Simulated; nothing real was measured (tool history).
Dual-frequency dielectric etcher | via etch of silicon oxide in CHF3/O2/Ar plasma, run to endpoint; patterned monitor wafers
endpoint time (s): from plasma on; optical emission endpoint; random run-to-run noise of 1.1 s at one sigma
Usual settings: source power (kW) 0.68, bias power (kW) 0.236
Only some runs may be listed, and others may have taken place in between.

run,hour,source power (kW),bias power (kW),"incoming incoming film thickness, nm",endpoint time (s)
1,0,0.68,0.236,516.2,211.9
2,96.5,0.78,0.236,510.7,201.1
# hour 163.6: wet clean of the chamber, repeated, since the last time left the tool worse
3,164.1,0.78,0.236,513.4,214.9
4,255.6,0.82,0.202,515.6,218.4
5,303.3,0.82,0.202,514.8,216.3
6,358.3,0.72,0.216,508.8,221.5
7,465.4,0.72,0.216,509.2,219.8
8,522.8,0.68,0.236,518.1,221.5
9,610.4,0.68,0.236,513.7,220.1
10,647.4,0.72,0.27,512.9,210.5
11,688.1,0.61,0.279,513.5,218.1
12,729.3,0.68,0.195,517.5,226.2
13,819.7,0.62,0.195,513.2,228.7
14,891.8,0.63,0.254,508.2,216.4
# hour 988: wet clean of the chamber
15,995.7,0.79,0.236,514.2,215.2
# hour 1228.2: bias power generator calibrated
16,1296.9,0.6,0.199,516.3,236.2
17,1431.1,0.82,0.19,512.9,216.9
18,1528.2,0.74,0.214,513.2,217.4
# hour 1596.2: source power generator calibrated
# hour 1648.6: wet clean of the chamber
19,1649.1,0.74,0.19,513.8,226

Forecast run 20:
20,1685.3,0.56,0.266,519,?

endpoint time (s): 231.9
Had the tool carried no hidden state, the very same run would have given endpoint time (s) 232.2.
